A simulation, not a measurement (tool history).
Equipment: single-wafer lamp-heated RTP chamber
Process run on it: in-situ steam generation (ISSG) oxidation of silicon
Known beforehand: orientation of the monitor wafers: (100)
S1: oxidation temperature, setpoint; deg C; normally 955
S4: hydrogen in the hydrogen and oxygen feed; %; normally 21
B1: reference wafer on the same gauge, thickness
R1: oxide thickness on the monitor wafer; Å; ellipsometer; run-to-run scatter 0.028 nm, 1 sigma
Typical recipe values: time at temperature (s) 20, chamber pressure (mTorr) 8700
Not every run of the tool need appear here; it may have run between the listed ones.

Run 1, hour 0: usual settings; B1 4.061. Result: R1 47.38 Å.
Run 2, hour 49.2: usual settings but S4 16 %; B1 4.056. Result: R1 45.11 Å.
Run 3, hour 155.5: usual settings but S4 16 %; B1 4.054. Result: R1 45.11 Å.
Run 4, hour 228.4: usual settings but S4 16 %; B1 4.051. Result: R1 44.96 Å.
Run 5, hour 294.8: usual settings; B1 4.056. Result: R1 47.52 Å.
Run 6, hour 390.7: usual settings; B1 4.058. Result: R1 47.46 Å.
Run 7, hour 454.5: usual settings; B1 4.046. Result: R1 47.57 Å.
Run 8, hour 544.8: usual settings; B1 4.051. Result: R1 47.57 Å.
Run 9, hour 637.4: usual settings; B1 4.057. Result: R1 47.73 Å.
Run 10, hour 724.5: usual settings; B1 4.059. Result: R1 47.78 Å.
At hour 768.9: pyrometer window cleaned and pyrometer calibrated.
Run 11, hour 769.4: usual settings but time at temperature (s) 24; B1 4.043. Result: R1 51.24 Å.
Run 12, hour 869: usual settings but time at temperature (s) 24; B1 4.04. Result: R1 51.09 Å.
Run 13, hour 919.8: usual settings; B1 4.044. Result: R1 47.46 Å.
Run 14, hour 1026.3: usual settings; B1 4.051. Result: R1 47.85 Å.
Run 15, hour 1102.8: usual settings; B1 4.042. Result: R1 47.32 Å.
Run 16, hour 1180.3: usual settings but S1 941 deg C, time at temperature (s) 26, chamber pressure (mTorr) 8200, S4 24 %; B1 4.05. Result: R1 52.39 Å.

What does the tool deliver on the next run?
Run 17, hour 1220.6: usual settings; B1 ?. Result: R1 ?.

B1: 4.055
R1: 47.2 Å
If the tool had no hidden condition, the same run with the same run-to-run variation would have returned R1 47.2 Å.

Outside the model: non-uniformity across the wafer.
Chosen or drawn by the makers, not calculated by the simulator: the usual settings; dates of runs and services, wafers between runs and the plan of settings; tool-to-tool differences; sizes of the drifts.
